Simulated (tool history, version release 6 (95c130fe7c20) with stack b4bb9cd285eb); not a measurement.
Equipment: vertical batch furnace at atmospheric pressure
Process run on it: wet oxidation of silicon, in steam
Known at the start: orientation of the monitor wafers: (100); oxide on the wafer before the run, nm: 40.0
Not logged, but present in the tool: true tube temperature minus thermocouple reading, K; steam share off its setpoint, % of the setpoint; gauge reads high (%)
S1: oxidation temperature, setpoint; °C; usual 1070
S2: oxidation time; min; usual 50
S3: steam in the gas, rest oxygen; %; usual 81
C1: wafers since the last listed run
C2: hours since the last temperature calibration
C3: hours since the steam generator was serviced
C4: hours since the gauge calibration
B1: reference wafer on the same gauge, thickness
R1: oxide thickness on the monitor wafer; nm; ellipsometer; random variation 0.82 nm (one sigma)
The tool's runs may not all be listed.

{"run": 1, "hour": 0.0, "S1": 1070, "S2": 50, "S3": 81, "C1": 0, "C2": 2899.4, "C3": 2968.5, "C4": 71.3, "B1": 627.88, "R1": 546.53}
{"run": 2, "hour": 20.1, "S1": 1070, "S2": 50, "S3": 81, "C1": 347, "C2": 2919.5, "C3": 2988.6, "C4": 91.4, "B1": 627.55, "R1": 545.09}
{"run": 3, "hour": 31.9, "S1": 1087, "S2": 50, "S3": 81, "C1": 204, "C2": 2931.3, "C3": 3000.4, "C4": 103.2, "B1": 627.19, "R1": 587.26}
{"run": 4, "hour": 46.5, "S1": 1087, "S2": 50, "S3": 81, "C1": 252, "C2": 2945.9, "C3": 3015, "C4": 117.8, "B1": 626.86, "R1": 584.86}
{"run": 5, "hour": 62.3, "S1": 1070, "S2": 50, "S3": 81, "C1": 273, "C2": 2961.7, "C3": 3030.8, "C4": 133.6, "B1": 626.4, "R1": 543.95}
{"run": 6, "hour": 75.9, "S1": 1070, "S2": 50, "S3": 81, "C1": 235, "C2": 2975.3, "C3": 3044.4, "C4": 147.2, "B1": 626.08, "R1": 542.52}
{"hour": 109.8, "done": "steam generator serviced"}
{"run": 7, "hour": 110.3, "S1": 1070, "S2": 50, "S3": 81, "C1": 179, "C2": 3009.7, "C3": 0.5, "C4": 181.6, "B1": 625.35, "R1": 541.78}
{"run": 8, "hour": 131.2, "S1": 1070, "S2": 50, "S3": 81, "C1": 361, "C2": 3030.6, "C3": 21.4, "C4": 202.5, "B1": 624.82, "R1": 541.21}
{"run": 9, "hour": 138.6, "S1": 1070, "S2": 50, "S3": 81, "C1": 128, "C2": 3038, "C3": 28.8, "C4": 209.9, "B1": 624.63, "R1": 541.15}
{"hour": 164.7, "done": "thermocouples replaced and temperature profile calibrated"}
{"run": 10, "hour": 165.2, "S1": 1070, "S2": 50, "S3": 81, "C1": 44, "C2": 0.5, "C3": 55.4, "C4": 236.5, "B1": 623.76, "R1": 541.52}
{"run": 11, "hour": 170.1, "S1": 1088, "S2": 50, "S3": 81, "C1": 84, "C2": 5.4, "C3": 60.3, "C4": 241.4, "B1": 623.94, "R1": 587.38}

Run 12 comes next. What will it give?
{"run": 12, "hour": 182.8, "S1": 1062, "S2": 33, "S3": 72, "C1": 219, "C2": 18.1, "C3": 73, "C4": 254.1, "B1": "?", "R1": "?"}

Run 12 measured B1 623.6, R1 379.9 nm.
If the tool had no hidden condition, the same run with the same run-to-run variation would have returned R1 383.89 nm.
